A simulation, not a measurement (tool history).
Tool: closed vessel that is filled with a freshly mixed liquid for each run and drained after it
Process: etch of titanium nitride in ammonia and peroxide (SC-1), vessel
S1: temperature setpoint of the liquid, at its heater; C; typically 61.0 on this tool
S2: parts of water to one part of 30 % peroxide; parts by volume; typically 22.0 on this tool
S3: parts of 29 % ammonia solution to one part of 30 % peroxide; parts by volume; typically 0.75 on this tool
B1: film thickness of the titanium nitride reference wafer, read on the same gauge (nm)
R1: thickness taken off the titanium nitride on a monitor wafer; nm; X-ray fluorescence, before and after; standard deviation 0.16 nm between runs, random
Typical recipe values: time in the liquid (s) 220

Run 1, hour 0.0: usual settings; B1 150.00. Result: R1 27.48 nm.
Run 2, hour 89.3: usual settings; B1 149.99. Result: R1 27.81 nm.
Run 3, hour 129.3: usual settings; B1 149.99. Result: R1 27.65 nm.
At hour 174.9: new drum of ammonia solution connected.
Run 4, hour 295.9: usual settings but time in the liquid (s) 160; B1 150.00. Result: R1 20.19 nm.
Run 5, hour 400.6: usual settings but time in the liquid (s) 160; B1 149.99. Result: R1 20.22 nm.
At hour 477.3: gauge calibrated.
At hour 493.9: new drum of ammonia solution connected.
Run 6, hour 504.7: usual settings but time in the liquid (s) 160; B1 149.99. Result: R1 19.98 nm.
Run 7, hour 548.7: usual settings but S2 18.5 parts by volume, S3 0.60 parts by volume; B1 150.00. Result: R1 29.33 nm.
Run 8, hour 649.4: usual settings but S2 18.5 parts by volume, S3 0.60 parts by volume; B1 150.01. Result: R1 29.39 nm.
Run 9, hour 711.7: usual settings; B1 150.01. Result: R1 27.85 nm.
At hour 731.7: new drum of ammonia solution connected.
Run 10, hour 769.9: usual settings but S1 68.5 C, S2 31.0 parts by volume, S3 1.10 parts by volume, time in the liquid (s) 160; B1 150.00. Result: R1 28.70 nm.
Run 11, hour 810.4: usual settings but S3 0.60 parts by volume; B1 150.00. Result: R1 26.80 nm.
Run 12, hour 891.0: usual settings but S1 53.5 C; B1 150.02. Result: R1 17.00 nm.
At hour 921.5: ammonia flow meter replaced.
Run 13, hour 931.4: usual settings; B1 149.99. Result: R1 27.79 nm.
At hour 1002.0: thermometer replaced.
At hour 1043.8: new drum of ammonia solution connected.
Run 14, hour 1168.1: usual settings but S1 58.0 C, S2 25.0 parts by volume, S3 1.05 parts by volume; B1 150.00. Result: R1 22.77 nm.
Run 15, hour 1264.9: usual settings; B1 149.99. Result: R1 27.87 nm.
At hour 1323.9: new drum of ammonia solution connected.
Run 16, hour 1341.7: usual settings but S2 25.5 parts by volume, time in the liquid (s) 130; B1 150.00. Result: R1 15.16 nm.
Run 17, hour 1396.9: usual settings but S2 25.5 parts by volume; B1 150.00. Result: R1 25.71 nm.

List, for all runs, the conditions of the tool that the log does not record:
liquid hotter than its thermometer reads (K): 0 on each run
ammonia flow above the setpoint (%): 0 on each run
ammonia solution weaker than its label (%): 0 on each run
gauge reads high (%): 0 on each run

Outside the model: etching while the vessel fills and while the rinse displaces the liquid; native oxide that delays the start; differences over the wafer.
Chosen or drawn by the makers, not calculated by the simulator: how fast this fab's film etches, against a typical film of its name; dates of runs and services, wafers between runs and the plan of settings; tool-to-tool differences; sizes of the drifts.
